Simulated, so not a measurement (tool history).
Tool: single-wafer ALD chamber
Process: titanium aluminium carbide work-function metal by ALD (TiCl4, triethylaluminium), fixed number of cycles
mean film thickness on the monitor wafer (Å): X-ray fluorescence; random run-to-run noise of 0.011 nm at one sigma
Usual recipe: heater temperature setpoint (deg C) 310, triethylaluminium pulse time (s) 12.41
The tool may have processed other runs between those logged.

run	hour	heater temperature setpoint (deg C)	triethylaluminium pulse time (s)	read-back reference wafer on the same gauge, thickness_nm	mean film thickness on the monitor wafer (Å)
1	0	310	12.41	1.75	19.99
2	68.9	310	12.41	1.75	19.82
3	145	310	12.41	1.751	19.88
4	222.4	310	12.41	1.752	20.12
5	350	321	12.41	1.748	21.26
6	409.3	321	12.41	1.751	21.01
7	477.4	306	8.59	1.749	17.66
8	541.9	306	8.59	1.752	17.75
9	584.2	306	8.59	1.751	17.66
10	622.8	316	12.41	1.751	20.76
11	679	316	12.41	1.751	20.47
12	770	300	12.41	1.751	19.03
13	858.7	300	12.41	1.751	20.28
14	941.3	300	12.41	1.749	20.22
15	1014	310	12.41	1.751	21.09
16	1079.1	314	15.98	1.75	21.76
17	1170.3	300	16.17	1.749	20.3
18	1220.6	319	9.31	1.749	21.04
19	1303.7	310	10.34	1.749	20.16
20	1395.4	310	12.41	1.75	20.59
21	1472.8	310	12.41	1.752	20.61
22	1512.6	310	12.41	1.749	20.43
23	1582.4	325	15.75	1.751	22.28
24	1688.5	320	7.58	1.751	19.35
25	1951.3	320	13.8	1.749	21.95
26	2018.5	319	7.64	1.75	18.98
27	2122.3	322	10.79	1.753	21.12
28	2219.2	310	9.31	1.749	19.28
29	2272	310	15.14	1.749	20.94
30	2351.5	310	9.42	1.747	19.32
31	2395.8	297	15.62	1.754	19.86
32	2443.5	310	13.99	1.749	20.71
33	2502.6	299	16.35	1.749	20.03
34	2595.9	319	9.31	1.754	19.8

Not shown here: 5 entries made in the log between runs. Locate each between two listed runs and compare the hidden state at the listed run before it with the hidden state at the listed run after it:
Between runs 3 and 4: thermocouple changed; heater temperature recalibrated (hour 156.7)
  wafer temperature above the value expected at the setpoint (K): -3.92 -> -0.195; triethylaluminium dose above that of a fresh bottle (%): -39.3 -> -39.9
  measured result minus the result with no hidden state, mean film thickness on the monitor wafer (Å): -1.62 -> -1.3
Between runs 10 and 11: gauge calibrated (hour 651.8)
  wafer temperature above the value expected at the setpoint (K): -0.608 -> -0.716; triethylaluminium dose above that of a fresh bottle (%): -41.7 -> -41.8
  measured result minus the result with no hidden state, mean film thickness on the monitor wafer (Å): -1.52 -> -1.53
Between runs 12 and 13: triethylaluminium bottle replaced (hour 821)
  wafer temperature above the value expected at the setpoint (K): -0.916 -> -1.14; triethylaluminium dose above that of a fresh bottle (%): -42.1 -> -2.63
  measured result minus the result with no hidden state, mean film thickness on the monitor wafer (Å): -1.45 -> -0.14
Between runs 23 and 24: thermocouple changed; heater temperature recalibrated (hour 1655.5)
  wafer temperature above the value expected at the setpoint (K): -4.13 -> 0.218; triethylaluminium dose above that of a fresh bottle (%): -27.4 -> -29
  measured result minus the result with no hidden state, mean film thickness on the monitor wafer (Å): -0.75 -> -1.76
Between runs 24 and 25: showerhead replaced (hour 1914.6)
  wafer temperature above the value expected at the setpoint (K): 0.218 -> 0.0504; triethylaluminium dose above that of a fresh bottle (%): -29 -> -32
  measured result minus the result with no hidden state, mean film thickness on the monitor wafer (Å): -1.76 -> -0.67

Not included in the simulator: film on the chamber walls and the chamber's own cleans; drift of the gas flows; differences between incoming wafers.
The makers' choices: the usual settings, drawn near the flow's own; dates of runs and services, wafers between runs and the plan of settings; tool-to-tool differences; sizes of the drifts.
